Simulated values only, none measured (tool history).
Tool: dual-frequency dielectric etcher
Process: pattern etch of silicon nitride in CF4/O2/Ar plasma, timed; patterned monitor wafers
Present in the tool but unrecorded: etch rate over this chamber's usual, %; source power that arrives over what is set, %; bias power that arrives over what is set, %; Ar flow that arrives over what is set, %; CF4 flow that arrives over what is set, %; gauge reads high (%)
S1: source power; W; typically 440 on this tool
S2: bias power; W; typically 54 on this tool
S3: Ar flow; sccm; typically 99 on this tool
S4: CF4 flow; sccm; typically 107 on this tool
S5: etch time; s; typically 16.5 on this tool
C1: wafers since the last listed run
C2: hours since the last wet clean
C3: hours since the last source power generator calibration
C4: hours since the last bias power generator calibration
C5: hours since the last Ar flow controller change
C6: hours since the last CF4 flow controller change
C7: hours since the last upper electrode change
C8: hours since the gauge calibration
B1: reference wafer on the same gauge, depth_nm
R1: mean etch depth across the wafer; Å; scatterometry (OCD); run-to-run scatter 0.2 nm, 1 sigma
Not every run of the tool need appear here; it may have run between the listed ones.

{"run": 1, "hour": 0.0, "S1": 440, "S2": 54, "S3": 99, "S4": 98, "S5": 16.5, "C1": 0, "C2": 454.9, "C3": 3797.2, "C4": 2991.1, "C5": 4338.1, "C6": 4306.0, "C7": 2936.3, "C8": 12.4, "B1": 25.99, "R1": 309.9}
{"run": 2, "hour": 13.6, "S1": 440, "S2": 54, "S3": 99, "S4": 98, "S5": 16.5, "C1": 269, "C2": 468.5, "C3": 3810.8, "C4": 3004.7, "C5": 4351.7, "C6": 4319.6, "C7": 2949.9, "C8": 26.0, "B1": 25.98, "R1": 308.8}
{"run": 3, "hour": 30.3, "S1": 440, "S2": 54, "S3": 99, "S4": 107, "S5": 14.5, "C1": 330, "C2": 485.2, "C3": 3827.5, "C4": 3021.4, "C5": 4368.4, "C6": 4336.3, "C7": 2966.6, "C8": 42.7, "B1": 26.06, "R1": 274.7}
{"run": 4, "hour": 39.8, "S1": 390, "S2": 54, "S3": 99, "S4": 101, "S5": 16.5, "C1": 188, "C2": 494.7, "C3": 3837.0, "C4": 3030.9, "C5": 4377.9, "C6": 4345.8, "C7": 2976.1, "C8": 52.2, "B1": 26.1, "R1": 279.1}
{"run": 5, "hour": 50.7, "S1": 390, "S2": 54, "S3": 99, "S4": 101, "S5": 16.5, "C1": 215, "C2": 505.6, "C3": 3847.9, "C4": 3041.8, "C5": 4388.8, "C6": 4356.7, "C7": 2987.0, "C8": 63.1, "B1": 25.95, "R1": 275.7}
{"run": 6, "hour": 66.6, "S1": 390, "S2": 54, "S3": 99, "S4": 101, "S5": 16.5, "C1": 315, "C2": 521.5, "C3": 3863.8, "C4": 3057.7, "C5": 4404.7, "C6": 4372.6, "C7": 3002.9, "C8": 79.0, "B1": 26.02, "R1": 272.0}
{"run": 7, "hour": 73.4, "S1": 440, "S2": 54, "S3": 99, "S4": 107, "S5": 16.5, "C1": 134, "C2": 528.3, "C3": 3870.6, "C4": 3064.5, "C5": 4411.5, "C6": 4379.4, "C7": 3009.7, "C8": 85.8, "B1": 25.99, "R1": 311.9}
{"hour": 91.2, "done": "source power generator calibrated"}
{"hour": 93.5, "done": "bias power generator calibrated"}
{"hour": 114.2, "done": "upper electrode replaced"}
{"hour": 115.7, "done": "Ar flow controller replaced"}
{"run": 8, "hour": 116.2, "S1": 380, "S2": 54, "S3": 99, "S4": 107, "S5": 16.5, "C1": 282, "C2": 571.1, "C3": 25.0, "C4": 22.7, "C5": 0.5, "C6": 4422.2, "C7": 2.0, "C8": 128.6, "B1": 26.04, "R1": 275.9}
{"run": 9, "hour": 116.6, "S1": 380, "S2": 54, "S3": 99, "S4": 107, "S5": 16.5, "C1": 7, "C2": 571.5, "C3": 25.4, "C4": 23.1, "C5": 0.9, "C6": 4422.6, "C7": 2.4, "C8": 129.0, "B1": 25.98, "R1": 269.7}
{"run": 10, "hour": 116.9, "S1": 380, "S2": 54, "S3": 99, "S4": 107, "S5": 16.5, "C1": 5, "C2": 571.8, "C3": 25.7, "C4": 23.4, "C5": 1.2, "C6": 4422.9, "C7": 2.7, "C8": 129.3, "B1": 26.03, "R1": 271.8}
{"run": 11, "hour": 120.2, "S1": 440, "S2": 54, "S3": 99, "S4": 107, "S5": 16.5, "C1": 65, "C2": 575.1, "C3": 29.0, "C4": 26.7, "C5": 4.5, "C6": 4426.2, "C7": 6.0, "C8": 132.6, "B1": 26.04, "R1": 314.3}
{"run": 12, "hour": 134.0, "S1": 440, "S2": 54, "S3": 112, "S4": 93, "S5": 18.0, "C1": 273, "C2": 588.9, "C3": 42.8, "C4": 40.5, "C5": 18.3, "C6": 4440.0, "C7": 19.8, "C8": 146.4, "B1": 26.0, "R1": 329.8}
{"hour": 141.9, "done": "CF4 flow controller replaced"}
{"hour": 164.5, "done": "wet clean of the chamber"}
{"run": 13, "hour": 165.0, "S1": 440, "S2": 54, "S3": 76, "S4": 83, "S5": 16.5, "C1": 47, "C2": 0.5, "C3": 73.8, "C4": 71.5, "C5": 49.3, "C6": 23.1, "C7": 50.8, "C8": 177.4, "B1": 26.03, "R1": 312.3}
{"run": 14, "hour": 165.4, "S1": 500, "S2": 54, "S3": 99, "S4": 107, "S5": 19.0, "C1": 7, "C2": 0.9, "C3": 74.2, "C4": 71.9, "C5": 49.7, "C6": 23.5, "C7": 51.2, "C8": 177.8, "B1": 26.01, "R1": 411.1}
{"run": 15, "hour": 167.2, "S1": 440, "S2": 41, "S3": 99, "S4": 107, "S5": 16.5, "C1": 35, "C2": 2.7, "C3": 76.0, "C4": 73.7, "C5": 51.5, "C6": 25.3, "C7": 53.0, "C8": 179.6, "B1": 25.99, "R1": 282.1}
{"run": 16, "hour": 176.8, "S1": 540, "S2": 41, "S3": 89, "S4": 107, "S5": 19.5, "C1": 190, "C2": 12.3, "C3": 85.6, "C4": 83.3, "C5": 61.1, "C6": 34.9, "C7": 62.6, "C8": 189.2, "B1": 26.03, "R1": 408.9}
{"hour": 181.4, "done": "gauge calibrated"}
{"run": 17, "hour": 194.2, "S1": 380, "S2": 54, "S3": 115, "S4": 130, "S5": 16.5, "C1": 344, "C2": 29.7, "C3": 103.0, "C4": 100.7, "C5": 78.5, "C6": 52.3, "C7": 80.0, "C8": 12.8, "B1": 26.01, "R1": 270.4}
{"run": 18, "hour": 209.3, "S1": 510, "S2": 54, "S3": 99, "S4": 107, "S5": 19.0, "C1": 299, "C2": 44.8, "C3": 118.1, "C4": 115.8, "C5": 93.6, "C6": 67.4, "C7": 95.1, "C8": 27.9, "B1": 25.97, "R1": 417.0}
{"run": 19, "hour": 223.4, "S1": 440, "S2": 54, "S3": 99, "S4": 107, "S5": 16.5, "C1": 279, "C2": 58.9, "C3": 132.2, "C4": 129.9, "C5": 107.7, "C6": 81.5, "C7": 109.2, "C8": 42.0, "B1": 26.01, "R1": 311.5}
{"run": 20, "hour": 234.0, "S1": 440, "S2": 54, "S3": 99, "S4": 107, "S5": 16.5, "C1": 210, "C2": 69.5, "C3": 142.8, "C4": 140.5, "C5": 118.3, "C6": 92.1, "C7": 119.8, "C8": 52.6, "B1": 26.04, "R1": 313.6}
{"run": 21, "hour": 242.4, "S1": 540, "S2": 68, "S3": 99, "S4": 107, "S5": 16.5, "C1": 166, "C2": 77.9, "C3": 151.2, "C4": 148.9, "C5": 126.7, "C6": 100.5, "C7": 128.2, "C8": 61.0, "B1": 25.99, "R1": 420.5}
{"run": 22, "hour": 253.4, "S1": 440, "S2": 54, "S3": 99, "S4": 128, "S5": 16.5, "C1": 217, "C2": 88.9, "C3": 162.2, "C4": 159.9, "C5": 137.7, "C6": 111.5, "C7": 139.2, "C8": 72.0, "B1": 26.04, "R1": 319.7}

3 options for the next run, each taken on its own from the tool as it stands now. Forecast them:
{"run": "A", "hour": 253.8, "S1": 440, "S2": 61, "S3": 99, "S4": 107, "S5": 16.5, "C1": 7, "C2": 89.3, "C3": 162.6, "C4": 160.3, "C5": 138.1, "C6": 111.9, "C7": 139.6, "C8": 72.4, "B1": "?", "R1": "?"}
{"run": "B", "hour": 253.8, "S1": 470, "S2": 54, "S3": 99, "S4": 107, "S5": 16.5, "C1": 7, "C2": 89.3, "C3": 162.6, "C4": 160.3, "C5": 138.1, "C6": 111.9, "C7": 139.6, "C8": 72.4, "B1": "?", "R1": "?"}
{"run": "C", "hour": 253.8, "S1": 340, "S2": 44, "S3": 99, "S4": 107, "S5": 16.5, "C1": 7, "C2": 89.3, "C3": 162.6, "C4": 160.3, "C5": 138.1, "C6": 111.9, "C7": 139.6, "C8": 72.4, "B1": "?", "R1": "?"}

run=A B1=26.02 R1=330.4
run=B B1=26.02 R1=335.0
run=C B1=26.02 R1=224.0
Take away the tool's hidden state, keep each run's random variation, and the runs would have read:
run=A R1=330.4
run=B R1=335.0
run=C R1=224.0

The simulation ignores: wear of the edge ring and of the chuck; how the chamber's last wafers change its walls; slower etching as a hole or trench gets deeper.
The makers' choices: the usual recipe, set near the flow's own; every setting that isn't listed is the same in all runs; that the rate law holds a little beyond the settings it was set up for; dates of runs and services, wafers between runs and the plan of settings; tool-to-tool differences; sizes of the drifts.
